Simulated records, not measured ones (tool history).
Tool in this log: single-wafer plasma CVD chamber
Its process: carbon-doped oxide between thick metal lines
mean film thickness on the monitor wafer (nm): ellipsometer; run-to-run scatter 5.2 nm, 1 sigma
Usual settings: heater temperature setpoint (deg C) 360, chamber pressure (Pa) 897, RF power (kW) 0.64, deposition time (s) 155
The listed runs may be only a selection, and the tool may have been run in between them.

| run | hour | heater temperature setpoint (deg C) | chamber pressure (Pa) | RF power (kW) | deposition time (s) | read-back reference wafer on the same gauge, thickness_nm | mean film thickness on the monitor wafer (nm) |
|---|---|---|---|---|---|---|---|
| 1 | 0 | 360 | 897 | 0.64 | 155 | 857.516 | 866.477 |
| 2 | 25.4 | 360 | 897 | 0.64 | 155 | 857.45 | 871.108 |
| 3 | 46.5 | 360 | 897 | 0.64 | 155 | 858.106 | 856.277 |
| 4 | 64.8 | 360 | 897 | 0.64 | 155 | 858.17 | 858.86 |
| 5 | 84.2 | 360 | 897 | 0.64 | 148 | 858.952 | 828.886 |
|  | 114.8 | RF generator calibrated |
| 6 | 126.4 | 360 | 897 | 0.64 | 148 | 858.948 | 873.11 |
| 7 | 159.1 | 357 | 897 | 0.64 | 155 | 857.6 | 918.52 |
| 8 | 172.8 | 360 | 897 | 0.64 | 155 | 859.406 | 916.022 |
| 9 | 196.6 | 360 | 897 | 0.64 | 155 | 857.569 | 910.582 |
| 10 | 216.3 | 360 | 1027 | 0.64 | 155 | 857.957 | 909.958 |
| 11 | 231.1 | 349 | 1028 | 0.565 | 167 | 856.594 | 931.345 |
| 12 | 254.1 | 347 | 767 | 0.52 | 155 | 858.082 | 814.619 |
| 13 | 270.5 | 360 | 897 | 0.585 | 177 | 857.689 | 976.636 |
|  | 293.4 | capacitance manometer re-zeroed and calibrated |
| 14 | 293.9 | 370 | 897 | 0.64 | 134 | 857.349 | 760.462 |
|  | 309.1 | thermocouple changed; heater temperature recalibrated |
|  | 331.5 | showerhead replaced |
| 15 | 332 | 355 | 736 | 0.64 | 142 | 857.478 | 821.938 |
| 16 | 340.2 | 360 | 897 | 0.64 | 155 | 858.466 | 902.704 |
| 17 | 373.9 | 360 | 897 | 0.64 | 155 | 857.604 | 907.458 |
| 18 | 403.6 | 374 | 775 | 0.715 | 132 | 857.933 | 800.619 |
| 19 | 424.1 | 345 | 897 | 0.64 | 155 | 858.515 | 933.571 |
| 20 | 443.3 | 352 | 897 | 0.64 | 155 | 858.38 | 919.023 |
|  | 513.5 | gauge calibrated |
| 21 | 528.5 | 352 | 759 | 0.58 | 155 | 857.892 | 866.546 |
| 22 | 562.1 | 352 | 1109 | 0.57 | 139 | 857.57 | 780.597 |
| 23 | 585.7 | 360 | 743 | 0.605 | 146 | 858.383 | 819.194 |
| 24 | 599 | 372 | 717 | 0.75 | 138 | 858.027 | 855.741 |
| 25 | 621 | 360 | 897 | 0.64 | 155 | 857.758 | 905.041 |
| 26 | 654.7 | 360 | 897 | 0.64 | 155 | 857.915 | 890.579 |
| 27 | 676.1 | 360 | 897 | 0.64 | 155 | 857.709 | 900.952 |
| 28 | 710.5 | 360 | 1060 | 0.64 | 155 | 857.592 | 911.251 |
| 29 | 732.4 | 360 | 897 | 0.69 | 155 | 859.126 | 944.276 |

Below are 3 alternative next runs, each starting from the tool's condition after run 29. Predict each:
| A | 732.8 | 360 | 984 | 0.64 | 155 | ? | ? |
| B | 732.8 | 360 | 897 | 0.64 | 178 | ? | ? |
| C | 732.8 | 360 | 897 | 0.525 | 155 | ? | ? |

| run | read-back reference wafer on the same gauge, thickness_nm | mean film thickness on the monitor wafer (nm) |
|---|---|---|
| A | 858.029 | 904.848 |
| B | 858.029 | 1034.545 |
| C | 858.029 | 793.1 |
The same runs, with their run-to-run variation unchanged, on a tool lacking any hidden condition would have given:
| run | mean film thickness on the monitor wafer (nm) |
|---|---|
| A | 919.969 |
| B | 1051.833 |
| C | 806.782 |

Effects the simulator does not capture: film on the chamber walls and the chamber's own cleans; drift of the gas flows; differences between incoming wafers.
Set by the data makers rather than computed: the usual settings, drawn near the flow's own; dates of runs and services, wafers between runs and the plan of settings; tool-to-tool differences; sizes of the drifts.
